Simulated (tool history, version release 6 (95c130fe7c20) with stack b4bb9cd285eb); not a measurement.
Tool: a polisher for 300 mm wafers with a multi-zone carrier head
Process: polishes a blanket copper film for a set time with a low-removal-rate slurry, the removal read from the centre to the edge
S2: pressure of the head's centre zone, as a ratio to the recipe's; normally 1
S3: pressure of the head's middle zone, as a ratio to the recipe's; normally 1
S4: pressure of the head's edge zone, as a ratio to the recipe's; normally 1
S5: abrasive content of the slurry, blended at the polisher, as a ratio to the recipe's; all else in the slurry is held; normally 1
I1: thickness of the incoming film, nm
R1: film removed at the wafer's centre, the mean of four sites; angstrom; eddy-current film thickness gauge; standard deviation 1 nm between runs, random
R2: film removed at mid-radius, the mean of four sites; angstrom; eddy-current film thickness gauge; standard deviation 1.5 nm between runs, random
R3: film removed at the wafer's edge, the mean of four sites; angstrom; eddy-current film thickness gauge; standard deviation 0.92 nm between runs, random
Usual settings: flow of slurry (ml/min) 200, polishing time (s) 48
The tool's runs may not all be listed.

Run 1, hour 0: usual settings; I1 1551.1. Result: R1 1114 angstrom, R2 1083 angstrom, R3 1052 angstrom.
Run 2, hour 15.4: usual settings but S5 1.15; I1 1578.5. Result: R1 1171 angstrom, R2 1124 angstrom, R3 1102 angstrom.
At hour 29.1: worn pad replaced by a new one.
Run 3, hour 29.6: usual settings; I1 1581.4. Result: R1 1157 angstrom, R2 1070 angstrom, R3 1060 angstrom.
Run 4, hour 44.8: usual settings; I1 1551.4. Result: R1 1139 angstrom, R2 1109 angstrom, R3 1049 angstrom.
Run 5, hour 52.5: usual settings; I1 1591.6. Result: R1 1153 angstrom, R2 1065 angstrom, R3 1074 angstrom.
Run 6, hour 69: usual settings; I1 1576.2. Result: R1 1138 angstrom, R2 1102 angstrom, R3 1054 angstrom.
Run 7, hour 82.4: usual settings but S2 0.88; I1 1590.6. Result: R1 1029 angstrom, R2 1071 angstrom, R3 1063 angstrom.
At hour 96.8: carrier head's membrane replaced by a new one.
Run 8, hour 98.3: usual settings; I1 1597. Result: R1 1156 angstrom, R2 1065 angstrom, R3 1054 angstrom.
At hour 110.5: worn pad replaced by a new one.
Run 9, hour 114.2: usual settings; I1 1595.2. Result: R1 1167 angstrom, R2 1081 angstrom, R3 1062 angstrom.
Run 10, hour 127.3: usual settings but S3 1.08, S5 1.1; I1 1576.1. Result: R1 1204 angstrom, R2 1179 angstrom, R3 1086 angstrom.
Run 11, hour 139.8: usual settings; I1 1566.9. Result: R1 1183 angstrom, R2 1073 angstrom, R3 1051 angstrom.
Run 12, hour 156.3: usual settings but S2 1.08, S5 0.8, polishing time (s) 57; I1 1569.1. Result: R1 1419 angstrom, R2 1214 angstrom, R3 1167 angstrom.
At hour 186.5: worn pad replaced by a new one.
At hour 186.6: slurry nozzle cleaned.
Run 13, hour 195.2: usual settings but S4 0.92, polishing time (s) 39; I1 1575.4. Result: R1 951 angstrom, R2 876 angstrom, R3 816 angstrom.
Run 14, hour 210: usual settings but flow of slurry (ml/min) 250, S3 1.04, S4 0.9, S5 0.8; I1 1593.4. Result: R1 1130 angstrom, R2 1079 angstrom, R3 970 angstrom.
Run 15, hour 218.2: usual settings but flow of slurry (ml/min) 170, S2 1.08; I1 1564.6. Result: R1 1241 angstrom, R2 1049 angstrom, R3 1069 angstrom.
Run 16, hour 229.1: usual settings but S2 1.1, S4 1.04; I1 1565.9. Result: R1 1278 angstrom, R2 1088 angstrom, R3 1083 angstrom.
Run 17, hour 236.4: usual settings but flow of slurry (ml/min) 135, S3 0.95, S5 0.7; I1 1593.9. Result: R1 1022 angstrom, R2 905 angstrom, R3 921 angstrom.
Run 18, hour 243.4: usual settings but flow of slurry (ml/min) 220, S4 1.09, S5 1.2, polishing time (s) 59; I1 1562.7. Result: R1 1528 angstrom, R2 1369 angstrom, R3 1438 angstrom.
Run 19, hour 253.8: usual settings but flow of slurry (ml/min) 230, S2 1.1, S4 0.9, S5 0.85; I1 1563.4. Result: R1 1282 angstrom, R2 1056 angstrom, R3 971 angstrom.
Run 20, hour 262.3: usual settings; I1 1551.8. Result: R1 1185 angstrom, R2 1077 angstrom, R3 1060 angstrom.
Run 21, hour 272.6: usual settings but S4 0.92; I1 1602.8. Result: R1 1197 angstrom, R2 1084 angstrom, R3 1017 angstrom.

5 ways to go on from here, each from the tool as it stands after run 21. What would each give?
Run A, hour 273: usual settings; I1 1571. Result: R1 ?, R2 ?, R3 ?.
Run B, hour 273: usual settings but polishing time (s) 37; I1 1571. Result: R1 ?, R2 ?, R3 ?.
Run C, hour 273: usual settings but S5 0.85; I1 1571. Result: R1 ?, R2 ?, R3 ?.
Run D, hour 273: usual settings but S5 1.2, polishing time (s) 58; I1 1571. Result: R1 ?, R2 ?, R3 ?.
Run E, hour 273: usual settings but S2 0.95, S4 1.09; I1 1571. Result: R1 ?, R2 ?, R3 ?.

run    R1    R2    R3
  A  1194  1070  1054
  B   920   825   813
  C  1143  1024  1009
  D  1514  1357  1337
  E  1134  1070  1100
The same runs, with their run-to-run variation unchanged, on a tool lacking any hidden condition would have given:
run    R1    R2    R3
  A  1123  1070  1054
  B   866   825   813
  C  1075  1024  1009
  D  1425  1358  1337
  E  1067  1070  1100

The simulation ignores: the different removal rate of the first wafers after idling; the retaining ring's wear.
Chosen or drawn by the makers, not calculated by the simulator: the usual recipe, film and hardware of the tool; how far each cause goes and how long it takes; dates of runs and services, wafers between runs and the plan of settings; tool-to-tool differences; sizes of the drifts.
